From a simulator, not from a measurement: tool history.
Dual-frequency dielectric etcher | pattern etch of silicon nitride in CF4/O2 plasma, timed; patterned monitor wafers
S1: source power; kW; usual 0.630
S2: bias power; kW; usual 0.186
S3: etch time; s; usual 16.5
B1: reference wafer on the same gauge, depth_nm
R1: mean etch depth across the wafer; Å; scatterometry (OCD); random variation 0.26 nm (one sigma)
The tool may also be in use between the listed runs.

| run | hour | S1 | S2 | S3 | B1 | R1 |
|---|---|---|---|---|---|---|
| 1 | 0.0 | 0.720 | 0.186 | 16.5 | 43.82 | 449.5 |
| 2 | 8.0 | 0.720 | 0.186 | 16.5 | 43.77 | 445.5 |
| 3 | 31.8 | 0.720 | 0.186 | 16.5 | 43.84 | 449.6 |
| 4 | 39.8 | 0.630 | 0.210 | 15.0 | 43.86 | 378.7 |
| 5 | 52.7 | 0.630 | 0.210 | 15.0 | 43.84 | 378.2 |
| 6 | 70.3 | 0.630 | 0.171 | 16.5 | 43.84 | 396.2 |
|  | 79.7 | source power generator calibrated |
|  | 87.1 | gauge calibrated |
|  | 123.3 | bias power generator calibrated |
|  | 127.1 | upper electrode replaced |
|  | 151.0 | wet clean of the chamber |
| 7 | 151.5 | 0.630 | 0.171 | 16.5 | 43.74 | 396.3 |
| 8 | 151.9 | 0.480 | 0.171 | 16.5 | 43.71 | 315.7 |
| 9 | 152.2 | 0.630 | 0.186 | 15.0 | 43.82 | 366.9 |
| 10 | 152.5 | 0.750 | 0.225 | 13.0 | 43.80 | 387.5 |
| 11 | 152.8 | 0.500 | 0.230 | 15.0 | 43.77 | 326.4 |
| 12 | 168.2 | 0.580 | 0.186 | 16.5 | 43.79 | 376.5 |
| 13 | 176.1 | 0.630 | 0.186 | 18.5 | 43.79 | 448.1 |
| 14 | 185.6 | 0.630 | 0.186 | 16.5 | 43.86 | 404.5 |
| 15 | 199.9 | 0.630 | 0.186 | 16.5 | 43.75 | 401.9 |

3 ways to go on from here, each from the tool as it stands after run 15. What would each give?
| A | 200.3 | 0.630 | 0.144 | 16.5 | ? | ? |
| B | 200.3 | 0.570 | 0.186 | 16.5 | ? | ? |
| C | 200.3 | 0.750 | 0.186 | 12.5 | ? | ? |

| run | B1 | R1 |
|---|---|---|
| A | 43.73 | 370.9 |
| B | 43.73 | 367.8 |
| C | 43.73 | 347.2 |
Without the tool's hidden state the same runs would have given:
| run | R1 |
|---|---|
| A | 370.9 |
| B | 367.8 |
| C | 347.2 |
